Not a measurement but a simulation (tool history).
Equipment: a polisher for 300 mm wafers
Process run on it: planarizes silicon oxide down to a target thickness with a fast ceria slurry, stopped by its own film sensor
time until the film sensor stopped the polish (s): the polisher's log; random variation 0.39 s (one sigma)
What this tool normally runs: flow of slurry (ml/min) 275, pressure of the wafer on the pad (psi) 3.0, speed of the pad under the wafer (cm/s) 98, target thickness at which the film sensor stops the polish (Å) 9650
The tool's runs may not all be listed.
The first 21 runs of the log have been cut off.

| run | hour | flow of slurry (ml/min) | pressure of the wafer on the pad (psi) | speed of the pad under the wafer (cm/s) | target thickness at which the film sensor stops the polish (Å) | incoming thickness of the incoming film, nm | time until the film sensor stopped the polish (s) |
|---|---|---|---|---|---|---|---|
| 22 | 468.5 | 235 | 3.6 | 130 | 7780 | 1785.3 | 40.3 |
|  | 498.1 | worn pad replaced by a new one |
| 23 | 503.0 | 275 | 3.0 | 98 | 7380 | 1754.4 | 53.9 |
| 24 | 522.7 | 275 | 3.0 | 98 | 9650 | 1764.1 | 42.1 |
| 25 | 537.4 | 275 | 3.5 | 78 | 9650 | 1736.9 | 41.0 |
| 26 | 569.4 | 275 | 3.4 | 98 | 9650 | 1774.6 | 39.7 |
| 27 | 586.2 | 245 | 2.2 | 126 | 8730 | 1774.1 | 53.4 |
| 28 | 600.7 | 365 | 3.0 | 98 | 11260 | 1770.6 | 33.9 |
| 29 | 626.6 | 275 | 3.0 | 98 | 7430 | 1762.6 | 55.1 |
| 30 | 642.1 | 275 | 2.6 | 98 | 8050 | 1802.9 | 62.4 |
| 31 | 676.5 | 275 | 3.0 | 98 | 8050 | 1780.8 | 56.3 |
|  | 688.6 | worn pad replaced by a new one |
| 32 | 703.5 | 275 | 3.7 | 128 | 11130 | 1775.8 | 25.2 |
| 33 | 724.8 | 275 | 2.4 | 98 | 7170 | 1767.1 | 68.2 |
|  | 727.7 | slurry nozzle cleaned |
| 34 | 751.9 | 275 | 2.3 | 88 | 9650 | 1769.3 | 55.1 |
| 35 | 767.5 | 275 | 3.0 | 98 | 9650 | 1791.4 | 43.0 |
| 36 | 783.7 | 275 | 3.6 | 70 | 9650 | 1769.2 | 44.9 |
| 37 | 816.4 | 225 | 3.9 | 120 | 12280 | 1740.8 | 19.9 |
| 38 | 849.4 | 275 | 2.1 | 98 | 8100 | 1767.5 | 68.9 |

Consider 3 possible next runs. They are alternatives, not a sequence: every one starts from the tool as it was left by run 38. What does each give?
| A | 849.8 | 275 | 3.0 | 98 | 9650 | 1778.2 | ? |
| B | 849.8 | 275 | 3.8 | 98 | 6960 | 1778.2 | ? |
| C | 849.8 | 200 | 3.0 | 112 | 9650 | 1778.2 | ? |

| run | time until the film sensor stopped the polish (s) |
|---|---|
| A | 44.4 |
| B | 49.0 |
| C | 42.4 |
With no hidden state in the tool, these same runs would have given:
| run | time until the film sensor stopped the polish (s) |
|---|---|
| A | 42.3 |
| B | 46.6 |
| C | 40.3 |

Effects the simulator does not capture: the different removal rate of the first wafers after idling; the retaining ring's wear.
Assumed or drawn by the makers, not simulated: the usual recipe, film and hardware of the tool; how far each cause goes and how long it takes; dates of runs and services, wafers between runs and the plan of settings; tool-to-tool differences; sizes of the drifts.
